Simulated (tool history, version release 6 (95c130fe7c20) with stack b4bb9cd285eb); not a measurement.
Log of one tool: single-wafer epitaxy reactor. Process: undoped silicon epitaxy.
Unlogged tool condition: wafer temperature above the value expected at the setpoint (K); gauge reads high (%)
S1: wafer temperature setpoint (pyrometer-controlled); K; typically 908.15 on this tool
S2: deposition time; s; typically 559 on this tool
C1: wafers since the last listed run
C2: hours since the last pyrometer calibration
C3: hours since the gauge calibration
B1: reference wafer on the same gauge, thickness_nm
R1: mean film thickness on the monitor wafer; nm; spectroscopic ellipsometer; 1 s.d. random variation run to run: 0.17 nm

| run | hour | S1 | S2 | C1 | C2 | C3 | B1 | R1 |
|---|---|---|---|---|---|---|---|---|
| 1 | 0 | 908.15 | 559 | 0 | 1424.7 | 449.4 | 64.39 | 63.603 |
| 2 | 33.9 | 908.15 | 559 | 152 | 1458.6 | 483.3 | 64.285 | 63.425 |
| 3 | 57.2 | 908.15 | 559 | 104 | 1481.9 | 506.6 | 64.267 | 63.312 |
| 4 | 72.9 | 908.15 | 559 | 70 | 1497.6 | 522.3 | 64.301 | 63.462 |
| 5 | 96.8 | 898.15 | 559 | 107 | 1521.5 | 546.2 | 64.312 | 49.431 |
| 6 | 147.3 | 903.15 | 559 | 227 | 1572 | 596.7 | 64.235 | 55.923 |
| 7 | 171.3 | 903.15 | 559 | 107 | 1596 | 620.7 | 64.326 | 55.956 |
| 8 | 205 | 903.15 | 559 | 151 | 1629.7 | 654.4 | 64.263 | 55.957 |
| 9 | 235.4 | 908.15 | 559 | 136 | 1660.1 | 684.8 | 64.375 | 63.36 |
| 10 | 257.6 | 908.15 | 559 | 99 | 1682.3 | 707 | 64.254 | 63.378 |
|  | 281 | gauge calibrated |
| 11 | 292.7 | 900.15 | 559 | 157 | 1717.4 | 11.7 | 64.29 | 51.856 |
| 12 | 320.1 | 900.15 | 559 | 123 | 1744.8 | 39.1 | 64.244 | 51.763 |
| 13 | 334.7 | 900.15 | 559 | 65 | 1759.4 | 53.7 | 64.268 | 51.769 |
| 14 | 350 | 908.15 | 559 | 68 | 1774.7 | 69 | 64.273 | 63.22 |
| 15 | 376.2 | 908.15 | 559 | 117 | 1800.9 | 95.2 | 64.383 | 63.097 |
| 16 | 410.9 | 908.15 | 559 | 156 | 1835.6 | 129.9 | 64.304 | 63.2 |
| 17 | 435.2 | 908.15 | 619 | 109 | 1859.9 | 154.2 | 64.293 | 70.002 |
|  | 532.3 | pyrometer calibrated |
| 18 | 541 | 908.15 | 559 | 439 | 8.7 | 260 | 64.332 | 67.996 |
| 19 | 555 | 897.15 | 468 | 62 | 22.7 | 274 | 64.336 | 43.368 |
| 20 | 580.4 | 908.15 | 559 | 114 | 48.1 | 299.4 | 64.32 | 67.971 |
| 21 | 613.7 | 901.15 | 460 | 149 | 81.4 | 332.7 | 64.239 | 46.83 |
| 22 | 644.6 | 895.15 | 559 | 138 | 112.3 | 363.6 | 64.255 | 48.532 |
| 23 | 680.1 | 908.15 | 455 | 159 | 147.8 | 399.1 | 64.373 | 55.073 |
| 24 | 710.5 | 908.15 | 559 | 136 | 178.2 | 429.5 | 64.245 | 67.253 |
| 25 | 735.9 | 908.15 | 591 | 114 | 203.6 | 454.9 | 64.241 | 70.897 |
| 26 | 751.2 | 908.15 | 559 | 68 | 218.9 | 470.2 | 64.279 | 67.144 |
| 27 | 784.8 | 908.15 | 559 | 151 | 252.5 | 503.8 | 64.262 | 66.791 |
| 28 | 818.7 | 912.15 | 487 | 152 | 286.4 | 537.7 | 64.262 | 64.163 |
| 29 | 850.2 | 916.15 | 484 | 141 | 317.9 | 569.2 | 64.274 | 70.472 |
| 30 | 873.3 | 918.15 | 611 | 103 | 341 | 592.3 | 64.298 | 92.655 |
| 31 | 890.4 | 897.15 | 509 | 76 | 358.1 | 609.4 | 64.288 | 45.945 |
| 32 | 907.8 | 908.15 | 658 | 78 | 375.5 | 626.8 | 64.268 | 78.19 |

Hidden condition of the tool, last listed run before each entry between runs versus first listed run after:
Between runs 10 and 11: gauge calibrated (hour 281)
  wafer temperature above the value expected at the setpoint (K): -3.01 -> -3.02
  what was measured, less what the result would be without the hidden state, R1: -4.933 -> -4.139 nm
Between runs 17 and 18: pyrometer calibrated (hour 532.3)
  wafer temperature above the value expected at the setpoint (K): -3.07 -> -0.032
  what was measured, less what the result would be without the hidden state, R1: -5.564 -> -0.054 nm
